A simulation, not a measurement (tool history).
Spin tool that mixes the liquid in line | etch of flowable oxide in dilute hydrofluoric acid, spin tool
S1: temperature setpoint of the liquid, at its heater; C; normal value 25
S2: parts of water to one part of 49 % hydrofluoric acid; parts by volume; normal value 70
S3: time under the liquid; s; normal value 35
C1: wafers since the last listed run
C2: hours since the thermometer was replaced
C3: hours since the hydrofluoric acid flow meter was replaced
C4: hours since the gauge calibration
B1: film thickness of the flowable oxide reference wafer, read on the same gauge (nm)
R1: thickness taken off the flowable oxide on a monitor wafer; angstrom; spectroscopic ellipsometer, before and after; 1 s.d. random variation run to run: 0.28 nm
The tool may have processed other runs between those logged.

Run 1, hour 0: usual settings; C1 0; C2 1553.6; C3 78.7; C4 83.1; B1 29.68. Result: R1 281.8 angstrom.
Run 2, hour 83.4: usual settings; C1 1142; C2 1637; C3 162.1; C4 166.5; B1 29.58. Result: R1 280.2 angstrom.
Run 3, hour 173.1: usual settings; C1 1228; C2 1726.7; C3 251.8; C4 256.2; B1 29.44. Result: R1 278.3 angstrom.
Run 4, hour 269: usual settings but S1 23 C, S2 80 parts by volume; C1 1313; C2 1822.6; C3 347.7; C4 352.1; B1 29.35. Result: R1 222.1 angstrom.
Run 5, hour 373.2: usual settings but S1 23 C, S2 80 parts by volume; C1 1426; C2 1926.8; C3 451.9; C4 456.3; B1 29.23. Result: R1 222.4 angstrom.
Run 6, hour 451.3: usual settings; C1 1069; C2 2004.9; C3 530; C4 534.4; B1 29.12. Result: R1 273.3 angstrom.
Run 7, hour 520.6: usual settings; C1 948; C2 2074.2; C3 599.3; C4 603.7; B1 29.03. Result: R1 274.4 angstrom.
Run 8, hour 563.5: usual settings; C1 587; C2 2117.1; C3 642.2; C4 646.6; B1 29. Result: R1 277.4 angstrom.
At hour 633.3: hydrofluoric acid flow meter replaced.
Run 9, hour 652.3: usual settings; C1 1202; C2 2205.9; C3 19; C4 735.4; B1 28.89. Result: R1 273.7 angstrom.
At hour 707.8: thermometer replaced.
Run 10, hour 757: usual settings; C1 1420; C2 49.2; C3 123.7; C4 840.1; B1 28.78. Result: R1 272.5 angstrom.
Run 11, hour 832.3: usual settings; C1 1031; C2 124.5; C3 199; C4 915.4; B1 28.65. Result: R1 270.8 angstrom.
Run 12, hour 912.3: usual settings but S1 29 C, S3 30 s; C1 1095; C2 204.5; C3 279; C4 995.4; B1 28.58. Result: R1 269.4 angstrom.
Run 13, hour 1003: usual settings but S2 55 parts by volume, S3 45 s; C1 1242; C2 295.2; C3 369.7; C4 1086.1; B1 28.46. Result: R1 448.8 angstrom.
Run 14, hour 1084.5: usual settings but S1 29.5 C, S2 85 parts by volume, S3 50 s; C1 1116; C2 376.7; C3 451.2; C4 1167.6; B1 28.37. Result: R1 364.5 angstrom.
Run 15, hour 1190.6: usual settings but S2 40 parts by volume, S3 50 s; C1 1452; C2 482.8; C3 557.3; C4 1273.7; B1 28.26. Result: R1 697.6 angstrom.
Run 16, hour 1296.3: usual settings; C1 1447; C2 588.5; C3 663; C4 1379.4; B1 28.12. Result: R1 267.8 angstrom.
At hour 1306.6: hydrofluoric acid flow meter replaced.
Run 17, hour 1391.5: usual settings but S1 23 C, S2 80 parts by volume, S3 45 s; C1 1289; C2 683.7; C3 84.9; C4 1474.6; B1 28.01. Result: R1 272.6 angstrom.
Run 18, hour 1440.2: usual settings but S1 22.5 C, S2 100 parts by volume, S3 30 s; C1 666; C2 732.4; C3 133.6; C4 1523.3; B1 27.94. Result: R1 140.9 angstrom.
Run 19, hour 1546: usual settings but S1 20 C; C1 1448; C2 838.2; C3 239.4; C4 1629.1; B1 27.81. Result: R1 214.9 angstrom.
Run 20, hour 1591.6: usual settings; C1 624; C2 883.8; C3 285; C4 1674.7; B1 27.75. Result: R1 261.9 angstrom.
At hour 1677.5: gauge calibrated.
Run 21, hour 1688.4: usual settings but S1 21 C, S3 45 s; C1 1325; C2 980.6; C3 381.8; C4 10.9; B1 29.78. Result: R1 310.5 angstrom.
Run 22, hour 1893: usual settings but S1 26.5 C, S2 45 parts by volume, S3 50 s; C1 2801; C2 1185.2; C3 586.4; C4 215.5; B1 29.53. Result: R1 680.2 angstrom.
Run 23, hour 1989.9: usual settings but S1 27.5 C, S2 100 parts by volume, S3 30 s; C1 1326; C2 1282.1; C3 683.3; C4 312.4; B1 29.43. Result: R1 178.5 angstrom.
At hour 1994.1: hydrofluoric acid flow meter replaced.
Run 24, hour 2054.2: usual settings but S1 22 C, S3 50 s; C1 866; C2 1346.4; C3 60.1; C4 376.7; B1 29.36. Result: R1 347.4 angstrom.
Run 25, hour 2118.1: usual settings but S1 23.5 C, S3 45 s; C1 875; C2 1410.3; C3 124; C4 440.6; B1 29.27. Result: R1 337.9 angstrom.
Run 26, hour 2176.6: usual settings but S1 20 C, S2 35 parts by volume, S3 20 s; C1 801; C2 1468.8; C3 182.5; C4 499.1; B1 29.2. Result: R1 269.3 angstrom.
Run 27, hour 2229.5: usual settings but S1 29 C, S2 55 parts by volume, S3 20 s; C1 724; C2 1521.7; C3 235.4; C4 552; B1 29.12. Result: R1 239.8 angstrom.
Run 28, hour 2278.8: usual settings but S1 23.5 C, S2 60 parts by volume, S3 55 s; C1 675; C2 1571; C3 284.7; C4 601.3; B1 29.07. Result: R1 479.5 angstrom.
Run 29, hour 2358.1: usual settings; C1 1085; C2 1650.3; C3 364; C4 680.6; B1 29. Result: R1 275.4 angstrom.
Run 30, hour 2433.9: usual settings but S1 23 C, S2 40 parts by volume, S3 25 s; C1 1037; C2 1726.1; C3 439.8; C4 756.4; B1 28.89. Result: R1 324.6 angstrom.
At hour 2679.1: hydrofluoric acid flow meter replaced.
Run 31, hour 2754.3: usual settings but S1 27.5 C, S3 20 s; C1 4373; C2 2046.5; C3 75.2; C4 1076.8; B1 28.5. Result: R1 172.2 angstrom.
At hour 2771.8: thermometer replaced.
Run 32, hour 2805.9: usual settings; C1 692; C2 34.1; C3 126.8; C4 1128.4; B1 28.43. Result: R1 274.8 angstrom.
Run 33, hour 2844.1: usual settings but S2 60 parts by volume; C1 523; C2 72.3; C3 165; C4 1166.6; B1 28.39. Result: R1 315.6 angstrom.
Run 34, hour 2885.2: usual settings but S1 23 C, S2 55 parts by volume, S3 30 s; C1 562; C2 113.4; C3 206.1; C4 1207.7; B1 28.34. Result: R1 277.4 angstrom.

The same runs without the tool's hidden state, with the same run-to-run variation:
Hidden state present: liquid colder than its thermometer reads (K); hydrofluoric acid flow above the setpoint (%); gauge reads high (%).
run     R1
  1  284.9
  2  284.2
  3  283.3
  4    227
  5  228.3
  6  281.4
  7  283.4
  8    287
  9  284.2
 10  284.2
 11  283.3
 12  282.8
 13  472.9
 14  385.4
 15  740.9
 16  285.7
 17    292
 18  151.3
 19  231.7
 20    283
 21  312.7
 22  690.7
 23  181.9
 24  355.1
 25  346.3
 26  276.7
 27  246.9
 28  494.7
 29  285.1
 30  337.1
 31  181.2
 32  289.8
 33  333.4
 34  293.5
